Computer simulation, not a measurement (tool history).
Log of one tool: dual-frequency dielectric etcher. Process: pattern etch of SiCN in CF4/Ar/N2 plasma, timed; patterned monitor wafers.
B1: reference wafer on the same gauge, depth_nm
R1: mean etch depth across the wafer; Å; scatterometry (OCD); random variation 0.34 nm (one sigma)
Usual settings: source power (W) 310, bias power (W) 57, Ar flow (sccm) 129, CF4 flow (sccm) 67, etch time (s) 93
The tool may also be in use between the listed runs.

run 1 hour=0 | source_power_(W)=360 bias_power_(W)=65 Ar_flow_(sccm)=129 CF4_flow_(sccm)=67 etch_time_(s)=93 | B1=60.9 | R1=627
run 2 hour=54 | source_power_(W)=310 bias_power_(W)=57 Ar_flow_(sccm)=129 CF4_flow_(sccm)=67 etch_time_(s)=93 | B1=61 | R1=539
run 3 hour=107.4 | source_power_(W)=310 bias_power_(W)=57 Ar_flow_(sccm)=129 CF4_flow_(sccm)=67 etch_time_(s)=93 | B1=61.1 | R1=535
run 4 hour=147.1 | source_power_(W)=310 bias_power_(W)=57 Ar_flow_(sccm)=129 CF4_flow_(sccm)=67 etch_time_(s)=93 | B1=61 | R1=536
run 5 hour=180.5 | source_power_(W)=310 bias_power_(W)=57 Ar_flow_(sccm)=129 CF4_flow_(sccm)=67 etch_time_(s)=93 | B1=60.9 | R1=532
run 6 hour=240.1 | source_power_(W)=310 bias_power_(W)=57 Ar_flow_(sccm)=129 CF4_flow_(sccm)=67 etch_time_(s)=93 | B1=60.9 | R1=530
run 7 hour=291.3 | source_power_(W)=310 bias_power_(W)=57 Ar_flow_(sccm)=129 CF4_flow_(sccm)=67 etch_time_(s)=93 | B1=61.1 | R1=534
run 8 hour=317.5 | source_power_(W)=310 bias_power_(W)=57 Ar_flow_(sccm)=129 CF4_flow_(sccm)=67 etch_time_(s)=93 | B1=61.1 | R1=528
-- hour=338.5 source power generator calibrated
-- hour=416.7 CF4 flow controller replaced
-- hour=424.8 wet clean of the chamber
run 9 hour=452.3 | source_power_(W)=310 bias_power_(W)=57 Ar_flow_(sccm)=129 CF4_flow_(sccm)=67 etch_time_(s)=93 | B1=61 | R1=541
run 10 hour=477.3 | source_power_(W)=360 bias_power_(W)=57 Ar_flow_(sccm)=129 CF4_flow_(sccm)=67 etch_time_(s)=93 | B1=61 | R1=603
-- hour=516.1 upper electrode replaced
run 11 hour=523.5 | source_power_(W)=310 bias_power_(W)=57 Ar_flow_(sccm)=129 CF4_flow_(sccm)=74 etch_time_(s)=93 | B1=61 | R1=554
-- hour=698.9 Ar flow controller replaced
run 12 hour=705.6 | source_power_(W)=310 bias_power_(W)=57 Ar_flow_(sccm)=129 CF4_flow_(sccm)=62 etch_time_(s)=70 | B1=61 | R1=401
-- hour=746.5 bias power generator calibrated
-- hour=747.5 gauge calibrated
run 13 hour=769.2 | source_power_(W)=310 bias_power_(W)=57 Ar_flow_(sccm)=104 CF4_flow_(sccm)=67 etch_time_(s)=93 | B1=61.2 | R1=548
run 14 hour=823.9 | source_power_(W)=310 bias_power_(W)=57 Ar_flow_(sccm)=129 CF4_flow_(sccm)=67 etch_time_(s)=93 | B1=60.9 | R1=532
run 15 hour=866.9 | source_power_(W)=350 bias_power_(W)=57 Ar_flow_(sccm)=129 CF4_flow_(sccm)=67 etch_time_(s)=86 | B1=60.9 | R1=536
run 16 hour=933.4 | source_power_(W)=310 bias_power_(W)=57 Ar_flow_(sccm)=115 CF4_flow_(sccm)=60 etch_time_(s)=112 | B1=61 | R1=636
-- hour=977.6 wet clean of the chamber
run 17 hour=978.1 | source_power_(W)=310 bias_power_(W)=57 Ar_flow_(sccm)=116 CF4_flow_(sccm)=67 etch_time_(s)=110 | B1=61.1 | R1=650
run 18 hour=1020.8 | source_power_(W)=310 bias_power_(W)=57 Ar_flow_(sccm)=129 CF4_flow_(sccm)=67 etch_time_(s)=93 | B1=60.9 | R1=545
run 19 hour=1046.2 | source_power_(W)=310 bias_power_(W)=57 Ar_flow_(sccm)=129 CF4_flow_(sccm)=67 etch_time_(s)=93 | B1=61.1 | R1=537
run 20 hour=1089.9 | source_power_(W)=310 bias_power_(W)=57 Ar_flow_(sccm)=129 CF4_flow_(sccm)=58 etch_time_(s)=93 | B1=61 | R1=527
run 21 hour=1143.7 | source_power_(W)=310 bias_power_(W)=57 Ar_flow_(sccm)=129 CF4_flow_(sccm)=67 etch_time_(s)=93 | B1=61 | R1=540

4 ways to go on from here, each from the tool as it stands after run 21. What would each give?
run A hour=1144.1 | source_power_(W)=310 bias_power_(W)=57 Ar_flow_(sccm)=129 CF4_flow_(sccm)=67 etch_time_(s)=93 | B1=? | R1=?
run B hour=1144.1 | source_power_(W)=250 bias_power_(W)=52 Ar_flow_(sccm)=115 CF4_flow_(sccm)=52 etch_time_(s)=93 | B1=? | R1=?
run C hour=1144.1 | source_power_(W)=310 bias_power_(W)=62 Ar_flow_(sccm)=138 CF4_flow_(sccm)=59 etch_time_(s)=106.5 | B1=? | R1=?
run D hour=1144.1 | source_power_(W)=340 bias_power_(W)=57 Ar_flow_(sccm)=129 CF4_flow_(sccm)=67 etch_time_(s)=75 | B1=? | R1=?

run=A B1=61 R1=541
run=B B1=61 R1=437
run=C B1=61 R1=625
run=D B1=61 R1=466
Without the tool's hidden state the same runs would have given:
run=A R1=546
run=B R1=441
run=C R1=630
run=D R1=470
